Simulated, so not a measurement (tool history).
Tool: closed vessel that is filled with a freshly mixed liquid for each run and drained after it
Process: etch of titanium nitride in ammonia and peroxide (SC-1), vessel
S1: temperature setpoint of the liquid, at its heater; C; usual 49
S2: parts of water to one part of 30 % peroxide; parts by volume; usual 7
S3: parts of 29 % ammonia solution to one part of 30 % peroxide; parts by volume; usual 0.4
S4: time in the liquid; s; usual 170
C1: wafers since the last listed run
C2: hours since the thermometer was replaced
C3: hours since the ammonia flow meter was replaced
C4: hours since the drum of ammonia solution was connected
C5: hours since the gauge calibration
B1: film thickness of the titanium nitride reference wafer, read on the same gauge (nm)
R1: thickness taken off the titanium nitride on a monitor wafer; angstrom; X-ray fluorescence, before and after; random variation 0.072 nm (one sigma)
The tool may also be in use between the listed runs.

run,hour,S1,S2,S3,S4,C1,C2,C3,C4,C5,B1,R1
1,0,49,7,0.4,170,0,127.8,29.5,332.9,43.5,80,188.3
# hour 38.6: new drum of ammonia solution connected
2,90.5,49,7,0.4,170,9004,218.3,120,51.9,134,80,193.2
3,154.8,46.5,7,0.4,170,6469,282.6,184.3,116.2,198.3,79.98,159.5
4,248.2,49,8.5,0.4,170,9397,376,277.7,209.6,291.7,80,172.1
5,289.9,49,8.5,0.4,170,4195,417.7,319.4,251.3,333.4,80.01,171.8
6,347.5,49,8.5,0.4,170,5795,475.3,377,308.9,391,80,172.3
# hour 353.7: new drum of ammonia solution connected
7,385.3,55.5,7,0.4,170,3702,513.1,414.8,31.6,428.8,80.01,301.6
8,436.6,55.5,7,0.4,170,5161,564.4,466.1,82.9,480.1,79.98,299.8
# hour 462.9: ammonia flow meter replaced
9,537.4,55.5,7,0.4,170,10040,665.2,74.5,183.7,580.9,79.99,299.8
10,581.6,42,7,0.35,170,4446,709.4,118.7,227.9,625.1,80.01,113.1
11,623,49,7,0.4,170,4165,750.8,160.1,269.3,666.5,80.01,190.1
12,683.6,49,7,0.4,170,6096,811.4,220.7,329.9,727.1,80.01,189.7
# hour 697.4: new drum of ammonia solution connected
13,729.7,56.5,7,0.45,170,4537,857.5,266.8,32.3,773.2,79.99,328.7
14,818,45,7,0.2,170,8883,945.8,355.1,120.6,861.5,80,128
15,864.6,49,7,0.4,170,4688,992.4,401.7,167.2,908.1,80.04,192.5
16,918.3,42,7,0.35,170,5402,1046.1,455.4,220.9,961.8,80,113.4
# hour 1005.7: ammonia flow meter replaced
17,1012,58.5,7,0.5,170,9326,1139.8,6.3,314.6,1055.5,79.99,377.4
# hour 1049.7: gauge calibrated
# hour 1059.3: new drum of ammonia solution connected
18,1116.9,44.5,10.5,0.6,210,10453,1244.7,111.2,57.6,67.2,80,151
19,1186.6,49,7,0.4,170,7012,1314.4,180.9,127.3,136.9,79.98,194.2
20,1233.1,49,5,0.4,170,4678,1360.9,227.4,173.8,183.4,79.99,227.2
21,1274.4,49,7,0.25,75,4155,1402.2,268.7,215.1,224.7,80.01,77.9
# hour 1281.7: thermometer replaced
22,1335.4,46,5.5,0.3,205,6036,53.7,329.7,276.1,285.7,79.97,196.3
23,1378.8,45,7,0.4,270,4366,97.1,373.1,319.5,329.1,79.98,223.6
24,1435,49,5.5,0.25,220,5654,153.3,429.3,375.7,385.3,80.01,249.5
# hour 1482.2: new drum of ammonia solution connected
# hour 1491: ammonia flow meter replaced
25,1542.8,49,5.5,0.5,170,10644,261.1,51.8,60.6,493.1,79.98,222.7
26,1600.3,49,7,0.4,110,5785,318.6,109.3,118.1,550.6,80,122.6
27,1659.3,49,5,0.6,170,5936,377.6,168.3,177.1,609.6,80.01,238.8
28,1722.4,49,7,0.4,170,6348,440.7,231.4,240.2,672.7,80.02,189

Forecast each of these 3 alternatives for the next run:
A,1723.1,40,7,0.4,170,70,441.4,232.1,240.9,673.4,?,?
B,1723.1,49,7,0.5,170,70,441.4,232.1,240.9,673.4,?,?
C,1723.1,56,5,0.6,75,70,441.4,232.1,240.9,673.4,?,?

run,B1,R1
A,79.99,99.2
B,79.99,197.2
C,79.99,170
Without the tool's hidden state the same runs would have given:
run,R1
A,99.8
B,198.3
C,170.8
